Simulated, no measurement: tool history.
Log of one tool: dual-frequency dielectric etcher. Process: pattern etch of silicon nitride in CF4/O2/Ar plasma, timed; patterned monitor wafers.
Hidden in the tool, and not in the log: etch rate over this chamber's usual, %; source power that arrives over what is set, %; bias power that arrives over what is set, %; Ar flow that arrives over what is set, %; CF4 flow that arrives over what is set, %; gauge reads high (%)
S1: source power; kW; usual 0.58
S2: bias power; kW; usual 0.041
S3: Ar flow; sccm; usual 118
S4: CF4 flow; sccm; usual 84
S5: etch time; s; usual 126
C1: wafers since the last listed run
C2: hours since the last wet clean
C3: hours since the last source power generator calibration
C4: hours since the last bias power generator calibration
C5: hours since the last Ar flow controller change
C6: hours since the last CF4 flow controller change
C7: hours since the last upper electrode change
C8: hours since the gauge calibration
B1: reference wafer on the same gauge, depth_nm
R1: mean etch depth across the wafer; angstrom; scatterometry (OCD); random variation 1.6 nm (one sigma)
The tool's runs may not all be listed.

{"run": 1, "day": 0.0, "S1": 0.58, "S2": 0.041, "S3": 118, "S4": 84, "S5": 126, "C1": 0, "C2": 293, "C3": 4.7, "C4": 4506.1, "C5": 538.7, "C6": 5186.6, "C7": 2379.3, "C8": 604.1, "B1": 207.7, "R1": 2381}
{"run": 2, "day": 3.775, "S1": 0.58, "S2": 0.041, "S3": 118, "S4": 84, "S5": 126, "C1": 492, "C2": 383.6, "C3": 95.3, "C4": 4596.7, "C5": 629.3, "C6": 5277.2, "C7": 2469.9, "C8": 694.7, "B1": 207.8, "R1": 2408}
{"day": 6.608, "done": "CF4 flow controller replaced"}
{"run": 3, "day": 6.829, "S1": 0.58, "S2": 0.041, "S3": 118, "S4": 84, "S5": 126, "C1": 366, "C2": 456.9, "C3": 168.6, "C4": 4670, "C5": 702.6, "C6": 5.3, "C7": 2543.2, "C8": 768, "B1": 208.1, "R1": 2377}
{"run": 4, "day": 8.512, "S1": 0.58, "S2": 0.046, "S3": 138, "S4": 84, "S5": 126, "C1": 219, "C2": 497.3, "C3": 209, "C4": 4710.4, "C5": 743, "C6": 45.7, "C7": 2583.6, "C8": 808.4, "B1": 207.8, "R1": 2429}
{"run": 5, "day": 10.683, "S1": 0.48, "S2": 0.041, "S3": 136, "S4": 64, "S5": 126, "C1": 283, "C2": 549.4, "C3": 261.1, "C4": 4762.5, "C5": 795.1, "C6": 97.8, "C7": 2635.7, "C8": 860.5, "B1": 207.7, "R1": 1820}
{"day": 12.262, "done": "wet clean of the chamber"}
{"run": 6, "day": 14.533, "S1": 0.58, "S2": 0.041, "S3": 118, "S4": 84, "S5": 126, "C1": 372, "C2": 54.5, "C3": 353.5, "C4": 4854.9, "C5": 887.5, "C6": 190.2, "C7": 2728.1, "C8": 952.9, "B1": 207.9, "R1": 2322}
{"run": 7, "day": 18.642, "S1": 0.64, "S2": 0.045, "S3": 138, "S4": 96, "S5": 126, "C1": 536, "C2": 153.1, "C3": 452.1, "C4": 4953.5, "C5": 986.1, "C6": 288.8, "C7": 2826.7, "C8": 1051.5, "B1": 208, "R1": 2644}
{"run": 8, "day": 20.842, "S1": 0.58, "S2": 0.041, "S3": 118, "S4": 84, "S5": 151, "C1": 287, "C2": 205.9, "C3": 504.9, "C4": 5006.3, "C5": 1038.9, "C6": 341.6, "C7": 2879.5, "C8": 1104.3, "B1": 208.2, "R1": 2851}
{"day": 22.142, "done": "upper electrode replaced"}
{"run": 9, "day": 23.483, "S1": 0.58, "S2": 0.041, "S3": 118, "S4": 84, "S5": 126, "C1": 214, "C2": 269.3, "C3": 568.3, "C4": 5069.7, "C5": 1102.3, "C6": 405, "C7": 32.2, "C8": 1167.7, "B1": 208, "R1": 2384}
{"run": 10, "day": 26.417, "S1": 0.58, "S2": 0.036, "S3": 141, "S4": 84, "S5": 150, "C1": 383, "C2": 339.7, "C3": 638.7, "C4": 5140.1, "C5": 1172.7, "C6": 475.4, "C7": 102.6, "C8": 1238.1, "B1": 207.9, "R1": 2602}
{"run": 11, "day": 28.767, "S1": 0.58, "S2": 0.038, "S3": 118, "S4": 79, "S5": 138.5, "C1": 306, "C2": 396.1, "C3": 695.1, "C4": 5196.5, "C5": 1229.1, "C6": 531.8, "C7": 159, "C8": 1294.5, "B1": 208.5, "R1": 2555}
{"day": 37.083, "done": "wet clean of the chamber"}
{"day": 37.838, "done": "bias power generator calibrated"}
{"run": 12, "day": 38.65, "S1": 0.58, "S2": 0.041, "S3": 118, "S4": 84, "S5": 161, "C1": 1138, "C2": 37.6, "C3": 932.3, "C4": 19.5, "C5": 1466.3, "C6": 769, "C7": 396.2, "C8": 1531.7, "B1": 207.5, "R1": 2981}
{"run": 13, "day": 40.696, "S1": 0.58, "S2": 0.045, "S3": 118, "S4": 71, "S5": 126, "C1": 267, "C2": 86.7, "C3": 981.4, "C4": 68.6, "C5": 1515.4, "C6": 818.1, "C7": 445.3, "C8": 1580.8, "B1": 208.3, "R1": 2361}
{"run": 14, "day": 42.796, "S1": 0.67, "S2": 0.041, "S3": 96, "S4": 84, "S5": 162, "C1": 274, "C2": 137.1, "C3": 1031.8, "C4": 119, "C5": 1565.8, "C6": 868.5, "C7": 495.7, "C8": 1631.2, "B1": 208, "R1": 3656}
{"run": 15, "day": 44.621, "S1": 0.58, "S2": 0.041, "S3": 118, "S4": 84, "S5": 126, "C1": 238, "C2": 180.9, "C3": 1075.6, "C4": 162.8, "C5": 1609.6, "C6": 912.3, "C7": 539.5, "C8": 1675, "B1": 207.8, "R1": 2340}
{"run": 16, "day": 50.1, "S1": 0.7, "S2": 0.041, "S3": 126, "S4": 91, "S5": 106.5, "C1": 715, "C2": 312.4, "C3": 1207.1, "C4": 294.3, "C5": 1741.1, "C6": 1043.8, "C7": 671, "C8": 1806.5, "B1": 208.1, "R1": 2436}
{"run": 17, "day": 52.075, "S1": 0.51, "S2": 0.041, "S3": 95, "S4": 84, "S5": 126, "C1": 257, "C2": 359.8, "C3": 1254.5, "C4": 341.7, "C5": 1788.5, "C6": 1091.2, "C7": 718.4, "C8": 1853.9, "B1": 207.8, "R1": 2163}
{"run": 18, "day": 54.283, "S1": 0.58, "S2": 0.041, "S3": 118, "S4": 84, "S5": 126, "C1": 288, "C2": 412.8, "C3": 1307.5, "C4": 394.7, "C5": 1841.5, "C6": 1144.2, "C7": 771.4, "C8": 1906.9, "B1": 208, "R1": 2381}
{"run": 19, "day": 56.133, "S1": 0.58, "S2": 0.041, "S3": 118, "S4": 84, "S5": 126, "C1": 241, "C2": 457.2, "C3": 1351.9, "C4": 439.1, "C5": 1885.9, "C6": 1188.6, "C7": 815.8, "C8": 1951.3, "B1": 208.1, "R1": 2419}
{"run": 20, "day": 57.779, "S1": 0.63, "S2": 0.038, "S3": 118, "S4": 84, "S5": 126, "C1": 214, "C2": 496.7, "C3": 1391.4, "C4": 478.6, "C5": 1925.4, "C6": 1228.1, "C7": 855.3, "C8": 1990.8, "B1": 208.1, "R1": 2579}
{"run": 21, "day": 61.783, "S1": 0.58, "S2": 0.041, "S3": 106, "S4": 92, "S5": 126, "C1": 522, "C2": 592.8, "C3": 1487.5, "C4": 574.7, "C5": 2021.5, "C6": 1324.2, "C7": 951.4, "C8": 2086.9, "B1": 208, "R1": 2489}
{"day": 64.783, "done": "wet clean of the chamber"}
{"run": 22, "day": 64.804, "S1": 0.46, "S2": 0.041, "S3": 104, "S4": 84, "S5": 113.5, "C1": 263, "C2": 0.5, "C3": 1560, "C4": 647.2, "C5": 2094, "C6": 1396.7, "C7": 1023.9, "C8": 2159.4, "B1": 207.6, "R1": 1676}

Forecast each of these 3 alternatives for the next run:
{"run": "A", "day": 64.825, "S1": 0.58, "S2": 0.051, "S3": 118, "S4": 84, "S5": 126, "C1": 2, "C2": 1, "C3": 1560.5, "C4": 647.7, "C5": 2094.5, "C6": 1397.2, "C7": 1024.4, "C8": 2159.9, "B1": "?", "R1": "?"}
{"run": "B", "day": 64.825, "S1": 0.58, "S2": 0.041, "S3": 118, "S4": 98, "S5": 126, "C1": 2, "C2": 1, "C3": 1560.5, "C4": 647.7, "C5": 2094.5, "C6": 1397.2, "C7": 1024.4, "C8": 2159.9, "B1": "?", "R1": "?"}
{"run": "C", "day": 64.825, "S1": 0.58, "S2": 0.044, "S3": 118, "S4": 74, "S5": 91.5, "C1": 2, "C2": 1, "C3": 1560.5, "C4": 647.7, "C5": 2094.5, "C6": 1397.2, "C7": 1024.4, "C8": 2159.9, "B1": "?", "R1": "?"}

run=A B1=208.1 R1=2525
run=B B1=208.1 R1=2421
run=C B1=208.1 R1=1713
Without the tool's hidden state the same runs would have given:
run=A R1=2522
run=B R1=2419
run=C R1=1711

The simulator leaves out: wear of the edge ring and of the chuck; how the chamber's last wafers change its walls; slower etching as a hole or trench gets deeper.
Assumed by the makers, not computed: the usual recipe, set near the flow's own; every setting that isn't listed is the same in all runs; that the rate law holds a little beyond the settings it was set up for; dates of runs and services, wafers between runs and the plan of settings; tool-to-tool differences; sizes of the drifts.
